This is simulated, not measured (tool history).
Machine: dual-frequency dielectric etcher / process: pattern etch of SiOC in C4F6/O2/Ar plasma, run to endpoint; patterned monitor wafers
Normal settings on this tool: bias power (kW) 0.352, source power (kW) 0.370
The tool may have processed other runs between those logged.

run   hour  bias power (kW)  source power (kW)  incoming incoming film thickness, nm  endpoint time (s)
  1    0.0            0.381              0.370                                 47.75               17.6
  2   17.5            0.352              0.330                                 47.89               19.0
  3   33.1            0.352              0.330                                 48.13               19.1
  4   45.9            0.352              0.330                                 47.72               18.9
  5   55.1            0.352              0.370                                 48.40               18.8
  6   71.8            0.352              0.370                                 48.37               18.6
  7  117.6            0.352              0.370                                 48.32               18.8
     121.8  -- source power generator calibrated
  8  128.8            0.325              0.370                                 48.29               19.4
  9  139.8            0.325              0.370                                 48.30               19.3
 10  155.7            0.325              0.370                                 47.91               19.4
 11  164.8            0.352              0.410                                 48.48               18.3
     189.9  -- wet clean of the chamber
     197.3  -- upper electrode replaced
 12  197.8            0.352              0.370                                 48.29               18.0
 13  198.1            0.275              0.450                                 48.19               18.6
 14  198.4            0.352              0.300                                 48.29               19.0
 15  205.2            0.352              0.370                                 48.28               17.8
 16  224.4            0.352              0.370                                 48.35               17.9
 17  231.6            0.423              0.460                                 48.20               15.6
 18  242.2            0.313              0.440                                 47.84               17.7
     253.1  -- bias power generator calibrated
 19  259.1            0.352              0.370                                 48.29               18.1
 20  269.3            0.433              0.370                                 47.82               16.4
 21  283.4            0.375              0.430                                 47.85               16.6
 22  291.8            0.352              0.370                                 47.86               17.8
 23  308.6            0.295              0.420                                 47.65               18.2
 24  316.7            0.352              0.370                                 47.92               17.8

Alternative continuations, all from the tool just after run 24; predict every row:
  A  317.1            0.352              0.370                                 47.83                  ?
  B  317.1            0.280              0.370                                 47.83                  ?
  C  317.1            0.406              0.410                                 47.83                  ?
  D  317.1            0.376              0.430                                 47.83                  ?
  E  317.1            0.324              0.370                                 47.83                  ?

run  endpoint time (s)
  A               17.9
  B               19.5
  C               16.4
  D               16.7
  E               18.5
With the hidden condition removed and each run's random variation left untouched, the same runs would have given:
run  endpoint time (s)
  A               17.7
  B               19.3
  C               16.2
  D               16.5
  E               18.3

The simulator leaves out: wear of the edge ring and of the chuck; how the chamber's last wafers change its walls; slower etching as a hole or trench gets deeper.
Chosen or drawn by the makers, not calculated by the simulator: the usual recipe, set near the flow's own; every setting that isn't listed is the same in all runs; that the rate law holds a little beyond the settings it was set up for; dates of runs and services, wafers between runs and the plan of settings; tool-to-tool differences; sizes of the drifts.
